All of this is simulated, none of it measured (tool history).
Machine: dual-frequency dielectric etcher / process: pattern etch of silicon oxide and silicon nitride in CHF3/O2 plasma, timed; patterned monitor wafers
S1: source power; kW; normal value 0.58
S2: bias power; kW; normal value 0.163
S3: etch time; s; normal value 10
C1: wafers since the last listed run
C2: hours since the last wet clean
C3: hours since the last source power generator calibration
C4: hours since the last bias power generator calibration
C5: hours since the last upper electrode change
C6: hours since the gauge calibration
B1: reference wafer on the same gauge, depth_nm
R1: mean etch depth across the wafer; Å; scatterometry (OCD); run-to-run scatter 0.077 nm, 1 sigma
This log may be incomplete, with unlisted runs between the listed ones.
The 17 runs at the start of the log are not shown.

Run 18, hour 211.5: usual settings but S2 0.18 kW; C1 250; C2 37; C3 33.6; C4 2290; C5 92.6; C6 193.7; B1 15.09. Result: R1 143.9 Å.
At hour 218.4: bias power generator calibrated.
Run 19, hour 218.9: usual settings but S2 0.146 kW, S3 8 s; C1 47; C2 44.4; C3 41; C4 0.5; C5 100; C6 201.1; B1 15.11. Result: R1 105.1 Å.
At hour 224.8: gauge calibrated.
Run 20, hour 228.1: usual settings; C1 128; C2 53.6; C3 50.2; C4 9.7; C5 109.2; C6 3.3; B1 15.11. Result: R1 138 Å.
Run 21, hour 241.9: usual settings but S1 0.52 kW; C1 192; C2 67.4; C3 64; C4 23.5; C5 123; C6 17.1; B1 15.1. Result: R1 132.4 Å.
Run 22, hour 254.6: usual settings; C1 177; C2 80.1; C3 76.7; C4 36.2; C5 135.7; C6 29.8; B1 15.09. Result: R1 138 Å.
Run 23, hour 262.5: usual settings but S1 0.63 kW, S2 0.186 kW; C1 110; C2 88; C3 84.6; C4 44.1; C5 143.6; C6 37.7; B1 15.09. Result: R1 148.2 Å.
Run 24, hour 270.2: usual settings but S1 0.64 kW, S2 0.189 kW, S3 12 s; C1 107; C2 95.7; C3 92.3; C4 51.8; C5 151.3; C6 45.4; B1 15.12. Result: R1 180.9 Å.
Run 25, hour 284.5: usual settings but S1 0.5 kW; C1 199; C2 110; C3 106.6; C4 66.1; C5 165.6; C6 59.7; B1 15.09. Result: R1 131.8 Å.
Run 26, hour 338.3: usual settings but S1 0.72 kW, S2 0.143 kW, S3 8.5 s; C1 751; C2 163.8; C3 160.4; C4 119.9; C5 219.4; C6 113.5; B1 15.1. Result: R1 122.6 Å.
Run 27, hour 350.9: usual settings but S3 11 s; C1 176; C2 176.4; C3 173; C4 132.5; C5 232; C6 126.1; B1 15.1. Result: R1 152.2 Å.
Run 28, hour 366.5: usual settings but S2 0.198 kW; C1 217; C2 192; C3 188.6; C4 148.1; C5 247.6; C6 141.7; B1 15.09. Result: R1 147.9 Å.
Run 29, hour 377.4: usual settings but S1 0.45 kW, S3 11 s; C1 152; C2 202.9; C3 199.5; C4 159; C5 258.5; C6 152.6; B1 15.13. Result: R1 139.1 Å.

Expected results for the next run?
Run 30, hour 389.4: usual settings; C1 167; C2 214.9; C3 211.5; C4 171; C5 270.5; C6 164.6; B1 ?. Result: R1 ?.

{"run 30": {"B1": 15.09, "R1": 138.9}}
On a tool with no hidden condition, and with the same random variation, this run would have come out at R1 138.9 Å.
